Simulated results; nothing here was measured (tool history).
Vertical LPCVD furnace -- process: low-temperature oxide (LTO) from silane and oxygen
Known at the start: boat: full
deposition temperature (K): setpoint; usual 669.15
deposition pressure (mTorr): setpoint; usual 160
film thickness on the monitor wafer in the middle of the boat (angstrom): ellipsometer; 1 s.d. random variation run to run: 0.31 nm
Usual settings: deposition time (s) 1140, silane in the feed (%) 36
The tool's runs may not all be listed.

run,day,deposition temperature (K),deposition pressure (mTorr),deposition time (s),silane in the feed (%),wafers since the last listed run,hours since the last temperature calibration,hours since the pressure gauge was zeroed,hours since the silane flow controller was replaced,hours since the gauge calibration,"read-back reference wafer on the same gauge, thickness",film thickness on the monitor wafer in the middle of the boat (angstrom)
1,0,669.15,140,1140,36,0,2219.7,1761,2015.8,928.7,114.98,907.2
2,2.45,669.15,160,1140,36,761,2278.5,1819.8,2074.6,987.5,114.98,1031.8
3,4.542,669.15,185,1140,36,649,2328.7,1870,2124.8,1037.7,114.92,1196.9
4,7.092,669.15,185,1140,36,792,2389.9,1931.2,2186,1098.9,114.9,1202.2
5,9.333,669.15,180,1140,36,696,2443.7,1985,2239.8,1152.7,115.01,1168.3
6,10.817,669.15,180,1140,36,460,2479.3,2020.6,2275.4,1188.3,115.12,1175
7,12.654,669.15,160,1140,36,570,2523.4,2064.7,2319.5,1232.4,115.05,1040.1
8,15.342,669.15,160,1140,36,835,2587.9,2129.2,2384,1296.9,115.13,1038.1
9,18.125,669.15,160,1140,36,864,2654.7,2196,2450.8,1363.7,115.11,1040.6
10,20.625,669.15,160,1140,36,776,2714.7,2256,2510.8,1423.7,115.05,1044.9
# day 21.929: thermocouples replaced and temperature profile calibrated
11,23.558,669.15,160,1140,36,600,39.1,2326.4,2581.2,1494.1,115.03,1042.9
12,26.325,669.15,160,1140,36,859,105.5,2392.8,2647.6,1560.5,115.05,1041.3
13,27.329,676.15,160,1140,36,311,129.6,2416.9,2671.7,1584.6,115.02,1124.3
14,35.529,669.15,160,1140,36,2547,326.4,2613.7,2868.5,1781.4,114.92,1041.2
15,37.458,669.15,160,1140,40,599,372.7,2660,2914.8,1827.7,115.11,1191.7
16,38.467,669.15,160,1140,32,313,396.9,2684.2,2939,1851.9,115.15,895.5
# day 40.667: gauge calibrated
17,45.112,661.15,150,1140,41,2064,556.4,2843.7,3098.5,106.7,115.02,1044.8
18,46.683,669.15,135,1140,36,488,594.1,2881.4,3136.2,144.4,114.95,882.8
19,48.262,669.15,160,1140,36,490,632,2919.3,3174.1,182.3,114.95,1049.8
20,49.371,669.15,160,1140,30,344,658.6,2945.9,3200.7,208.9,114.94,819.1
21,50.446,669.15,160,1140,41,334,684.4,2971.7,3226.5,234.7,114.95,1221.9
# day 52.217: silane flow controller replaced
22,52.238,669.15,160,1140,36,245,727.4,3014.7,0.5,277.7,114.94,1069.4
23,60.267,669.15,185,1140,36,2494,920.1,3207.4,193.2,470.4,114.98,1245.3
24,61.588,669.15,160,1140,36,410,951.8,3239.1,224.9,502.1,114.93,1079.8
# day 63.421: pressure gauge zeroed
25,64.029,661.15,175,960,42,447,1010.4,14.6,283.5,560.7,115,1083.4
26,66.312,669.15,160,1140,36,709,1065.2,69.4,338.3,615.5,115.07,1077.4
# day 71.575: silane flow controller replaced, repeated, since the last time left the tool worse
27,74.388,669.15,160,900,36,2198,1259,263.2,67.5,809.3,114.94,799.5
28,77.029,669.15,120,1140,42,820,1322.4,326.6,130.9,872.7,114.92,923.2
29,79.029,669.15,160,1140,36,621,1370.4,374.6,178.9,920.7,114.92,1011.9
30,81.667,672.15,195,1350,41,819,1433.7,437.9,242.2,984,114.91,1782.3
31,84.617,660.15,125,1410,34,916,1504.5,508.7,313,1054.8,114.95,816.2

Forecast each of these 4 alternatives for the next run:
A,84.767,661.15,160,1140,36,46,1508.1,512.3,316.6,1058.4,?,?
B,84.767,669.15,140,720,36,46,1508.1,512.3,316.6,1058.4,?,?
C,84.767,669.15,135,840,39,46,1508.1,512.3,316.6,1058.4,?,?
D,84.767,666.15,200,1140,36,46,1508.1,512.3,316.6,1058.4,?,?

run,"read-back reference wafer on the same gauge, thickness",film thickness on the monitor wafer in the middle of the boat (angstrom)
A,114.95,918.2
B,114.95,557.4
C,114.95,694.9
D,114.95,1217.5
The same runs, with their run-to-run variation unchanged, on a tool lacking any hidden condition would have given:
run,film thickness on the monitor wafer in the middle of the boat (angstrom)
A,921.1
B,559.1
C,696.8
D,1221.4
